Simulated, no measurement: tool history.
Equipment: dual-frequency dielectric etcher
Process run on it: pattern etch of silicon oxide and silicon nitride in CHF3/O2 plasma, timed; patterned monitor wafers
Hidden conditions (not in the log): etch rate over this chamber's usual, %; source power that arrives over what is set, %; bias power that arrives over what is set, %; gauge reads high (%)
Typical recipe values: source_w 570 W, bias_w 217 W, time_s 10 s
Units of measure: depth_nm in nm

run,hour,source_w,bias_w,time_s,wafers since the last listed run,hours since the last wet clean,hours since the last source power generator calibration,hours since the last bias power generator calibration,hours since the last upper electrode change,hours since the gauge calibration,"read-back reference wafer on the same gauge, depth_nm",depth_nm
1,0,570,217,10,0,331.1,2460.1,3471,3629.3,617.6,13,15.9
2,52.6,570,217,10,573,383.7,2512.7,3523.6,3681.9,670.2,13,16.18
3,82.3,570,217,10,323,413.4,2542.4,3553.3,3711.6,699.9,13,16.09
4,125.1,500,217,11.5,466,456.2,2585.2,3596.1,3754.4,742.7,12.96,17.47
# hour 164.6: wet clean of the chamber
5,165.1,500,217,11.5,174,0.5,2625.2,3636.1,3794.4,782.7,12.99,16.69
6,212.6,500,217,11.5,517,48,2672.7,3683.6,3841.9,830.2,13,16.95
7,260.4,570,217,10,521,95.8,2720.5,3731.4,3889.7,878,13,15.67
8,301.4,570,217,10,446,136.8,2761.5,3772.4,3930.7,919,13.01,15.61
# hour 308.1: bias power generator calibrated
9,330.9,570,217,10,277,166.3,2791,22.8,3960.2,948.5,12.99,15.86
10,384.6,570,217,10,585,220,2844.7,76.5,4013.9,1002.2,12.98,15.73
11,439,500,217,11.5,592,274.4,2899.1,130.9,4068.3,1056.6,13.02,17.23
12,486.7,640,182,11.5,519,322.1,2946.8,178.6,4116,1104.3,13,18.36
# hour 555.6: source power generator calibrated
# hour 570.1: wet clean of the chamber
13,570.6,620,266,12.5,712,0.5,15,262.5,4199.9,1188.2,12.96,20.94
14,610.9,570,217,8,439,40.8,55.3,302.8,4240.2,1228.5,13,12.31
# hour 622.9: gauge calibrated
15,661,570,260,10,546,90.9,105.4,352.9,4290.3,38.1,13.01,16.31
16,732.2,650,217,10,776,162.1,176.6,424.1,4361.5,109.3,12.98,16.4
# hour 759.5: upper electrode replaced
17,799.2,470,217,10,468,229.1,243.6,491.1,39.7,176.3,13.03,14.72
18,865.8,570,268,7,725,295.7,310.2,557.7,106.3,242.9,12.98,11.82
19,911.9,460,198,7.5,502,341.8,356.3,603.8,152.4,289,13,10.57
# hour 981: wet clean of the chamber
20,981.5,570,217,10,497,0.5,425.9,673.4,222,358.6,13.01,15.61

Branching from run 20: 3 alternative next runs. What would each branch give?
A,981.9,440,217,10,4,0.9,426.3,673.8,222.4,359,?,?
B,981.9,650,236,10,4,0.9,426.3,673.8,222.4,359,?,?
C,981.9,520,190,9,4,0.9,426.3,673.8,222.4,359,?,?

run,"read-back reference wafer on the same gauge, depth_nm",depth_nm
A,13.01,14.1
B,13.01,16.89
C,13.01,13.09
The same runs, with their run-to-run variation unchanged, on a tool lacking any hidden condition would have given:
run,depth_nm
A,14.1
B,16.89
C,13.08
